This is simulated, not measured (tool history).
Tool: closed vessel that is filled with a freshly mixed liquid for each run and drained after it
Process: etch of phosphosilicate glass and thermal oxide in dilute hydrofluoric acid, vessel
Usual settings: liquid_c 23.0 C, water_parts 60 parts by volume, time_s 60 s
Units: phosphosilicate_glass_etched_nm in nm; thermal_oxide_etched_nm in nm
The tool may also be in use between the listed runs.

run,day,liquid_c,water_parts,time_s,"read-back film thickness of the phosphosilicate glass reference wafer, read on the same gauge (nm)","read-back film thickness of the thermal oxide reference wafer, read on the same gauge (nm)",phosphosilicate_glass_etched_nm,thermal_oxide_etched_nm
1,0.000,23.0,60,60,80.01,139.987,74.55,5.277
2,0.271,23.0,60,60,79.98,139.976,74.96,5.251
# day 0.546: gauge calibrated
3,0.812,23.0,60,60,80.00,139.975,75.54,5.220
4,1.496,23.0,60,45,79.99,139.988,57.24,3.919
5,2.142,21.0,60,60,80.00,139.987,70.15,4.949
6,2.758,21.0,60,60,80.00,140.016,70.23,4.898
7,3.275,23.0,60,70,79.99,140.002,88.40,6.198
8,3.862,23.0,60,70,80.00,140.026,90.04,6.265
9,4.383,23.0,60,70,79.98,139.994,89.42,6.239
# day 4.646: hydrofluoric acid flow meter replaced
10,5.042,28.0,80,60,79.96,140.009,68.10,4.764
# day 5.196: gauge calibrated
11,5.525,21.0,75,35,80.01,139.991,33.06,2.290
# day 6.025: thermometer replaced
12,6.258,23.0,80,90,80.02,140.009,74.66,5.177
13,6.796,23.0,60,60,79.96,139.973,69.22,4.772
14,7.275,19.0,60,45,79.98,139.989,43.86,3.088
15,7.767,25.5,60,70,80.01,139.993,87.54,6.212
16,8.200,19.0,60,45,80.01,139.985,44.15,3.044
17,8.567,23.0,60,60,80.01,140.023,67.72,4.820
18,9.067,23.0,60,60,79.99,139.999,69.90,4.888
19,9.425,27.5,50,85,79.98,139.995,142.43,10.011

5 ways to go on from here, each from the tool as it stands after run 19. What would each give?
A,9.454,23.0,80,60,?,?,?,?
B,9.454,23.0,40,40,?,?,?,?
C,9.454,23.0,40,80,?,?,?,?
D,9.454,26.0,70,45,?,?,?,?
E,9.454,24.5,35,85,?,?,?,?

run,"read-back film thickness of the phosphosilicate glass reference wafer, read on the same gauge (nm)","read-back film thickness of the thermal oxide reference wafer, read on the same gauge (nm)",phosphosilicate_glass_etched_nm,thermal_oxide_etched_nm
A,80.04,140.014,50.53,3.444
B,80.04,140.014,70.95,4.835
C,80.04,140.014,141.90,9.670
D,80.04,140.014,49.48,3.372
E,80.04,140.014,184.61,12.581
Without the tool's hidden state the same runs would have given:
run,phosphosilicate_glass_etched_nm,thermal_oxide_etched_nm
A,49.50,3.373
B,69.45,4.733
C,138.91,9.466
D,48.49,3.304
E,180.75,12.318

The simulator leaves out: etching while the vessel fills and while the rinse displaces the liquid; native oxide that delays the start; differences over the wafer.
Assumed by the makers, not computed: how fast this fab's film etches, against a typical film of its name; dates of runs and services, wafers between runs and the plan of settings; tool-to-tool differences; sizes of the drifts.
